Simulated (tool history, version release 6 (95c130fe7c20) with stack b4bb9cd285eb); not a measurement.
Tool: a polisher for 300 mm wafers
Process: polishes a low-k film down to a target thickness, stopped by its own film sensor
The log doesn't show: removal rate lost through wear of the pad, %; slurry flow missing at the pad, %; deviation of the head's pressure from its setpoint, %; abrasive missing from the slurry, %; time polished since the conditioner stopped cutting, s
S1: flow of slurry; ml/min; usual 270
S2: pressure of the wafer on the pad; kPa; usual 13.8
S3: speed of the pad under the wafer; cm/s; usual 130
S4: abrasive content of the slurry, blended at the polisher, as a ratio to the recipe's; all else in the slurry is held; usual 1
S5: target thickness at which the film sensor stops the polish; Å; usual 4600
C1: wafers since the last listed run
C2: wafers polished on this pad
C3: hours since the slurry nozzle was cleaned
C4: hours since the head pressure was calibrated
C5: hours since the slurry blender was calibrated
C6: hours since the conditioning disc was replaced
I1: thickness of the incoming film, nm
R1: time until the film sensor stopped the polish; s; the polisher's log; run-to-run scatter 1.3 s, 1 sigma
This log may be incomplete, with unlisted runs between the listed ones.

{"run": 1, "day": 0.0, "S1": 270, "S2": 13.8, "S3": 130, "S4": 1, "S5": 4600, "C1": 0, "C2": 589, "C3": 168, "C4": 260.5, "C5": 131.3, "C6": 370, "I1": 531, "R1": 132}
{"run": 2, "day": 0.596, "S1": 270, "S2": 13.8, "S3": 130, "S4": 1, "S5": 4600, "C1": 79, "C2": 668, "C3": 182.3, "C4": 274.8, "C5": 145.6, "C6": 384.3, "I1": 526.2, "R1": 125.3}
{"run": 3, "day": 1.138, "S1": 270, "S2": 13.8, "S3": 130, "S4": 1, "S5": 4600, "C1": 72, "C2": 741, "C3": 195.3, "C4": 287.8, "C5": 158.6, "C6": 397.3, "I1": 516, "R1": 105.2}
{"day": 1.204, "done": "slurry nozzle cleaned"}
{"run": 4, "day": 1.8, "S1": 270, "S2": 13.8, "S3": 130, "S4": 1, "S5": 4600, "C1": 82, "C2": 823, "C3": 14.3, "C4": 303.7, "C5": 174.5, "C6": 413.2, "I1": 519.5, "R1": 112.3}
{"run": 5, "day": 2.983, "S1": 270, "S2": 13.8, "S3": 130, "S4": 1, "S5": 4600, "C1": 157, "C2": 981, "C3": 42.7, "C4": 332.1, "C5": 202.9, "C6": 441.6, "I1": 516.4, "R1": 105.8}
{"run": 6, "day": 3.321, "S1": 270, "S2": 13.8, "S3": 130, "S4": 1, "S5": 4600, "C1": 44, "C2": 1026, "C3": 50.8, "C4": 340.2, "C5": 211, "C6": 449.7, "I1": 518.5, "R1": 110.1}
{"run": 7, "day": 4.012, "S1": 270, "S2": 13.8, "S3": 130, "S4": 1, "S5": 4600, "C1": 92, "C2": 1118, "C3": 67.4, "C4": 356.8, "C5": 227.6, "C6": 466.3, "I1": 528.6, "R1": 125}
{"day": 4.404, "done": "conditioning disc replaced and pad reconditioned"}
{"run": 8, "day": 4.425, "S1": 270, "S2": 13.8, "S3": 130, "S4": 1, "S5": 4600, "C1": 43, "C2": 1162, "C3": 77.3, "C4": 366.7, "C5": 237.5, "C6": 0.5, "I1": 521.4, "R1": 111.1}
{"day": 4.575, "done": "slurry blender recalibrated"}
{"run": 9, "day": 4.838, "S1": 270, "S2": 18.6, "S3": 130, "S4": 1.3, "S5": 4600, "C1": 43, "C2": 1206, "C3": 87.2, "C4": 376.6, "C5": 6.3, "C6": 10.4, "I1": 522.4, "R1": 80}
{"run": 10, "day": 5.517, "S1": 270, "S2": 13.8, "S3": 130, "S4": 1, "S5": 4600, "C1": 90, "C2": 1296, "C3": 103.5, "C4": 392.9, "C5": 22.6, "C6": 26.7, "I1": 518.7, "R1": 108.7}
{"day": 5.733, "done": "worn pad replaced by a new one"}
{"run": 11, "day": 5.829, "S1": 270, "S2": 15.9, "S3": 130, "S4": 1, "S5": 4530, "C1": 19, "C2": 12, "C3": 111, "C4": 400.4, "C5": 30.1, "C6": 34.2, "I1": 517.4, "R1": 104}
{"run": 12, "day": 6.379, "S1": 210, "S2": 13.8, "S3": 130, "S4": 1, "S5": 4600, "C1": 73, "C2": 85, "C3": 124.2, "C4": 413.6, "C5": 43.3, "C6": 47.4, "I1": 528.1, "R1": 128.4}
{"run": 13, "day": 6.717, "S1": 330, "S2": 13.8, "S3": 130, "S4": 1, "S5": 4720, "C1": 44, "C2": 130, "C3": 132.3, "C4": 421.7, "C5": 51.4, "C6": 55.5, "I1": 516.3, "R1": 80}
{"run": 14, "day": 7.225, "S1": 230, "S2": 13.8, "S3": 130, "S4": 1, "S5": 4700, "C1": 67, "C2": 198, "C3": 144.5, "C4": 433.9, "C5": 63.6, "C6": 67.7, "I1": 517.2, "R1": 88.1}
{"run": 15, "day": 7.7, "S1": 175, "S2": 13.8, "S3": 90, "S4": 1, "S5": 4600, "C1": 63, "C2": 261, "C3": 155.9, "C4": 445.3, "C5": 75, "C6": 79.1, "I1": 514.3, "R1": 140.5}
{"run": 16, "day": 8.158, "S1": 270, "S2": 13.8, "S3": 130, "S4": 1, "S5": 4670, "C1": 61, "C2": 322, "C3": 166.9, "C4": 456.3, "C5": 86, "C6": 90.1, "I1": 519.3, "R1": 95.3}
{"day": 8.55, "done": "head pressure recalibrated"}
{"run": 17, "day": 8.879, "S1": 270, "S2": 17.9, "S3": 130, "S4": 0.9, "S5": 4600, "C1": 84, "C2": 407, "C3": 184.2, "C4": 7.9, "C5": 103.3, "C6": 107.4, "I1": 511.9, "R1": 84.6}
{"run": 18, "day": 9.242, "S1": 330, "S2": 18.6, "S3": 130, "S4": 0.9, "S5": 4600, "C1": 48, "C2": 456, "C3": 192.9, "C4": 16.6, "C5": 112, "C6": 116.1, "I1": 522.6, "R1": 96.6}
{"day": 9.296, "done": "slurry nozzle cleaned"}
{"run": 19, "day": 9.583, "S1": 295, "S2": 10.3, "S3": 130, "S4": 0.85, "S5": 4790, "C1": 39, "C2": 495, "C3": 6.9, "C4": 24.8, "C5": 120.2, "C6": 124.3, "I1": 529.8, "R1": 146}
{"run": 20, "day": 10.071, "S1": 310, "S2": 9, "S3": 130, "S4": 1, "S5": 4510, "C1": 64, "C2": 560, "C3": 18.6, "C4": 36.5, "C5": 131.9, "C6": 136, "I1": 519, "R1": 211.9}
{"run": 21, "day": 10.338, "S1": 270, "S2": 13.8, "S3": 130, "S4": 1, "S5": 4600, "C1": 35, "C2": 596, "C3": 25, "C4": 42.9, "C5": 138.3, "C6": 142.4, "I1": 509.3, "R1": 98.3}
{"run": 22, "day": 11.012, "S1": 270, "S2": 13.8, "S3": 130, "S4": 1, "S5": 4530, "C1": 89, "C2": 686, "C3": 41.2, "C4": 59.1, "C5": 154.5, "C6": 158.6, "I1": 517.4, "R1": 129.8}
{"run": 23, "day": 11.633, "S1": 270, "S2": 13.8, "S3": 114, "S4": 1, "S5": 4600, "C1": 82, "C2": 768, "C3": 56.1, "C4": 74, "C5": 169.4, "C6": 173.5, "I1": 520.5, "R1": 135.8}
{"run": 24, "day": 12.3, "S1": 305, "S2": 13.8, "S3": 130, "S4": 0.9, "S5": 4600, "C1": 88, "C2": 857, "C3": 72.1, "C4": 90, "C5": 185.4, "C6": 189.5, "I1": 528.1, "R1": 143}
{"run": 25, "day": 12.858, "S1": 270, "S2": 13.8, "S3": 130, "S4": 1, "S5": 4600, "C1": 74, "C2": 932, "C3": 85.5, "C4": 103.4, "C5": 198.8, "C6": 202.9, "I1": 524, "R1": 125.4}

What would each run have given without the hidden state, its run-to-run variation left as it was?
run=1 R1=137.9
run=2 R1=131.3
run=3 R1=110.5
run=4 R1=118.4
run=5 R1=112.2
run=6 R1=116.9
run=7 R1=133.2
run=8 R1=118.6
run=9 R1=85.6
run=10 R1=116.7
run=11 R1=111.8
run=12 R1=138.4
run=13 R1=86.3
run=14 R1=95.4
run=15 R1=152.4
run=16 R1=103.7
run=17 R1=82.7
run=18 R1=94.6
run=19 R1=143.3
run=20 R1=208.5
run=21 R1=96.8
run=22 R1=128.4
run=23 R1=134.8
run=24 R1=142.3
run=25 R1=125.3

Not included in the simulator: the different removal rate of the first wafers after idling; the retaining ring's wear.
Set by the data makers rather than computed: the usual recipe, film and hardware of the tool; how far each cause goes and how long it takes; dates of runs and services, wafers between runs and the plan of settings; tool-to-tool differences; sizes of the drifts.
